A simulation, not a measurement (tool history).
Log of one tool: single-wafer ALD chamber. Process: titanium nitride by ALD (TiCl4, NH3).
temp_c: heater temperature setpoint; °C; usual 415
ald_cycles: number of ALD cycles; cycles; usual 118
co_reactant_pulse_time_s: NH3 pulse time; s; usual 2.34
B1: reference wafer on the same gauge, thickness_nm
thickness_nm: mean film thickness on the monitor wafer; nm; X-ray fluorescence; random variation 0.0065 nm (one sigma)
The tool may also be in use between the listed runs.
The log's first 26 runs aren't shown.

{"run": 27, "hour": 1647.5, "temp_c": 415, "ald_cycles": 118, "co_reactant_pulse_time_s": 1.6, "B1": 2.692, "thickness_nm": 2.563}
{"run": 28, "hour": 1702.2, "temp_c": 402, "ald_cycles": 118, "co_reactant_pulse_time_s": 1.46, "B1": 2.693, "thickness_nm": 2.547}
{"run": 29, "hour": 1773.5, "temp_c": 415, "ald_cycles": 118, "co_reactant_pulse_time_s": 2.34, "B1": 2.697, "thickness_nm": 2.584}
{"run": 30, "hour": 1800.2, "temp_c": 415, "ald_cycles": 103, "co_reactant_pulse_time_s": 2.34, "B1": 2.693, "thickness_nm": 2.26}
{"run": 31, "hour": 1828.2, "temp_c": 401, "ald_cycles": 118, "co_reactant_pulse_time_s": 2.34, "B1": 2.695, "thickness_nm": 2.57}
{"run": 32, "hour": 1880.1, "temp_c": 415, "ald_cycles": 118, "co_reactant_pulse_time_s": 2.34, "B1": 2.695, "thickness_nm": 2.586}
{"run": 33, "hour": 1949.9, "temp_c": 410, "ald_cycles": 118, "co_reactant_pulse_time_s": 2.76, "B1": 2.696, "thickness_nm": 2.586}
{"run": 34, "hour": 1989.5, "temp_c": 415, "ald_cycles": 118, "co_reactant_pulse_time_s": 2.34, "B1": 2.699, "thickness_nm": 2.578}
{"run": 35, "hour": 2034.0, "temp_c": 405, "ald_cycles": 118, "co_reactant_pulse_time_s": 2.34, "B1": 2.694, "thickness_nm": 2.568}
{"run": 36, "hour": 2061.3, "temp_c": 415, "ald_cycles": 118, "co_reactant_pulse_time_s": 1.7, "B1": 2.698, "thickness_nm": 2.571}
{"run": 37, "hour": 2116.8, "temp_c": 407, "ald_cycles": 124, "co_reactant_pulse_time_s": 2.34, "B1": 2.699, "thickness_nm": 2.707}
{"run": 38, "hour": 2172.4, "temp_c": 415, "ald_cycles": 118, "co_reactant_pulse_time_s": 2.84, "B1": 2.699, "thickness_nm": 2.598}
{"run": 39, "hour": 2218.7, "temp_c": 424, "ald_cycles": 102, "co_reactant_pulse_time_s": 3.03, "B1": 2.7, "thickness_nm": 2.256}
{"run": 40, "hour": 2288.1, "temp_c": 415, "ald_cycles": 118, "co_reactant_pulse_time_s": 2.34, "B1": 2.702, "thickness_nm": 2.59}
{"run": 41, "hour": 2359.7, "temp_c": 415, "ald_cycles": 118, "co_reactant_pulse_time_s": 1.75, "B1": 2.705, "thickness_nm": 2.575}

3 ways to go on from here, each from the tool as it stands after run 41. What would each give?
{"run": "A", "hour": 2360.4, "temp_c": 415, "ald_cycles": 118, "co_reactant_pulse_time_s": 1.56, "B1": "?", "thickness_nm": "?"}
{"run": "B", "hour": 2360.4, "temp_c": 411, "ald_cycles": 118, "co_reactant_pulse_time_s": 2.34, "B1": "?", "thickness_nm": "?"}
{"run": "C", "hour": 2360.4, "temp_c": 427, "ald_cycles": 125, "co_reactant_pulse_time_s": 1.8, "B1": "?", "thickness_nm": "?"}

run=A B1=2.703 thickness_nm=2.564
run=B B1=2.703 thickness_nm=2.586
run=C B1=2.703 thickness_nm=2.737
Without the tool's hidden state the same runs would have given:
run=A thickness_nm=2.562
run=B thickness_nm=2.584
run=C thickness_nm=2.734

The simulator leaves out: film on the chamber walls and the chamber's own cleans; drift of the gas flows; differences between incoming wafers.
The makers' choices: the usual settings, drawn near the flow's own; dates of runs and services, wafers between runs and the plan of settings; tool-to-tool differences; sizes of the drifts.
